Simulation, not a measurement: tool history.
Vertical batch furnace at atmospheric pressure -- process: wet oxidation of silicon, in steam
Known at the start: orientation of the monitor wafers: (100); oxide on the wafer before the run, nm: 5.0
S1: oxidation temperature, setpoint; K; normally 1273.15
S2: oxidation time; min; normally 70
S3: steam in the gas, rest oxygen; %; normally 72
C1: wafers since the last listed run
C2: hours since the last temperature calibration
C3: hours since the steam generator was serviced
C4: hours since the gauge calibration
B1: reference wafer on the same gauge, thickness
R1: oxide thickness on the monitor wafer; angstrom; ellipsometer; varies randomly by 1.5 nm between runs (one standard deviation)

| run | hour | S1 | S2 | S3 | C1 | C2 | C3 | C4 | B1 | R1 |
|---|---|---|---|---|---|---|---|---|---|---|
| 1 | 0 | 1273.15 | 70 | 72 | 0 | 1845.4 | 631.9 | 72.7 | 389.99 | 3525.1 |
| 2 | 138.5 | 1273.15 | 70 | 72 | 1278 | 1983.9 | 770.4 | 211.2 | 389.68 | 3538.3 |
| 3 | 377.4 | 1273.15 | 70 | 72 | 2204 | 2222.8 | 1009.3 | 450.1 | 388.9 | 3497.9 |
| 4 | 422.5 | 1273.15 | 70 | 72 | 416 | 2267.9 | 1054.4 | 495.2 | 388.38 | 3513.8 |
| 5 | 497.3 | 1273.15 | 70 | 72 | 690 | 2342.7 | 1129.2 | 570 | 387.52 | 3499.3 |
| 6 | 574.6 | 1273.15 | 70 | 72 | 713 | 2420 | 1206.5 | 647.3 | 387.18 | 3478.7 |
|  | 653.8 | thermocouples replaced and temperature profile calibrated |
| 7 | 796.5 | 1273.15 | 70 | 72 | 1826 | 142.7 | 1428.4 | 869.2 | 383.79 | 3470.7 |
| 8 | 892.6 | 1273.15 | 70 | 72 | 886 | 238.8 | 1524.5 | 965.3 | 382.11 | 3452.7 |
| 9 | 934.6 | 1273.15 | 70 | 72 | 387 | 280.8 | 1566.5 | 1007.3 | 381.84 | 3443.1 |
| 10 | 1011.1 | 1273.15 | 70 | 72 | 706 | 357.3 | 1643 | 1083.8 | 380.09 | 3430 |
| 11 | 1063.5 | 1249.15 | 35.5 | 72 | 483 | 409.7 | 1695.4 | 1136.2 | 379.47 | 1692.8 |
|  | 1116.9 | steam generator serviced |
|  | 1136.5 | gauge calibrated |
| 12 | 1170 | 1251.15 | 58 | 66 | 761 | 516.2 | 53.1 | 33.5 | 390.43 | 2411.6 |
| 13 | 1214.4 | 1279.15 | 56 | 67 | 409 | 560.6 | 97.5 | 77.9 | 390.43 | 3012.3 |
| 14 | 1310.3 | 1255.15 | 70 | 69 | 885 | 656.5 | 193.4 | 173.8 | 389.99 | 2944.8 |
| 15 | 1408.6 | 1293.15 | 49 | 72 | 907 | 754.8 | 291.7 | 272.1 | 389.31 | 3186.9 |
| 16 | 1499.3 | 1273.15 | 70 | 72 | 837 | 845.5 | 382.4 | 362.8 | 389.57 | 3535.1 |
| 17 | 1573.9 | 1273.15 | 70 | 72 | 688 | 920.1 | 457 | 437.4 | 388.87 | 3506 |
| 18 | 1646.4 | 1273.15 | 82.5 | 77 | 669 | 992.6 | 529.5 | 509.9 | 388.71 | 4123.1 |
| 19 | 1698 | 1284.15 | 70 | 81 | 476 | 1044.2 | 581.1 | 561.5 | 387.6 | 4075.6 |
| 20 | 1766 | 1273.15 | 70 | 72 | 627 | 1112.2 | 649.1 | 629.5 | 387.42 | 3498.5 |

Each run again, without the hidden state but with its own random variation kept:
The hidden state here: true tube temperature minus thermocouple reading, K; steam share off its setpoint, % of the setpoint; gauge reads high (%).
| run | R1 |
|---|---|
| 1 | 3515.4 |
| 2 | 3531.5 |
| 3 | 3503.2 |
| 4 | 3522.4 |
| 5 | 3513.9 |
| 6 | 3500.4 |
| 7 | 3518.1 |
| 8 | 3513.5 |
| 9 | 3510.1 |
| 10 | 3509.2 |
| 11 | 1736.3 |
| 12 | 2402.3 |
| 13 | 3000.9 |
| 14 | 2935.2 |
| 15 | 3179.6 |
| 16 | 3531.4 |
| 17 | 3506.7 |
| 18 | 4130.2 |
| 19 | 4087.5 |
| 20 | 3514.9 |
